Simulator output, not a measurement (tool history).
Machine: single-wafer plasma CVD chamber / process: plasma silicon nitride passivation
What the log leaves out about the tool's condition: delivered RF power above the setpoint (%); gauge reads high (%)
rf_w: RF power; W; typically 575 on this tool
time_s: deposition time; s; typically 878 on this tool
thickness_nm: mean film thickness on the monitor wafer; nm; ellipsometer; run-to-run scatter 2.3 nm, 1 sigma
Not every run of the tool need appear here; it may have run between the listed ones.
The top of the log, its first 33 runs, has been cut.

| run | day | rf_w | time_s | wafers since the last listed run | hours since the last RF generator calibration | hours since the showerhead was replaced | hours since the gauge calibration | read-back reference wafer on the same gauge, thickness_nm | thickness_nm |
|---|---|---|---|---|---|---|---|---|---|
|  | 16.958 | showerhead replaced |
| 34 | 17.108 | 575 | 1040 | 14 | 218.4 | 3.6 | 208.7 | 1250.077 | 1792.845 |
| 35 | 17.733 | 500 | 957 | 27 | 233.4 | 18.6 | 223.7 | 1249.974 | 1558.685 |
| 36 | 18.204 | 510 | 878 | 21 | 244.7 | 29.9 | 235.0 | 1249.916 | 1441.853 |
| 37 | 18.683 | 620 | 948 | 21 | 256.2 | 41.4 | 246.5 | 1250.206 | 1689.758 |
| 38 | 19.067 | 605 | 986 | 17 | 265.4 | 50.6 | 255.7 | 1249.867 | 1734.404 |
| 39 | 20.612 | 575 | 878 | 69 | 302.5 | 87.7 | 292.8 | 1250.301 | 1515.495 |
| 40 | 21.046 | 575 | 878 | 19 | 312.9 | 98.1 | 303.2 | 1249.669 | 1516.261 |
| 41 | 21.592 | 605 | 818 | 24 | 326.0 | 111.2 | 316.3 | 1249.904 | 1441.317 |

5 options for the next run, each taken on its own from the tool as it stands now. Forecast them:
| A | 21.617 | 490 | 878 | 1 | 326.6 | 111.8 | 316.9 | ? | ? |
| B | 21.617 | 495 | 1010 | 1 | 326.6 | 111.8 | 316.9 | ? | ? |
| C | 21.617 | 575 | 932 | 1 | 326.6 | 111.8 | 316.9 | ? | ? |
| D | 21.617 | 625 | 878 | 1 | 326.6 | 111.8 | 316.9 | ? | ? |
| E | 21.617 | 485 | 951 | 1 | 326.6 | 111.8 | 316.9 | ? | ? |

| run | read-back reference wafer on the same gauge, thickness_nm | thickness_nm |
|---|---|---|
| A | 1249.607 | 1414.151 |
| B | 1249.607 | 1634.003 |
| C | 1249.607 | 1606.487 |
| D | 1249.607 | 1565.344 |
| E | 1249.607 | 1524.834 |
With the hidden condition removed and each run's random variation left untouched, the same runs would have given:
| run | thickness_nm |
|---|---|
| A | 1416.979 |
| B | 1637.270 |
| C | 1609.699 |
| D | 1568.473 |
| E | 1527.883 |

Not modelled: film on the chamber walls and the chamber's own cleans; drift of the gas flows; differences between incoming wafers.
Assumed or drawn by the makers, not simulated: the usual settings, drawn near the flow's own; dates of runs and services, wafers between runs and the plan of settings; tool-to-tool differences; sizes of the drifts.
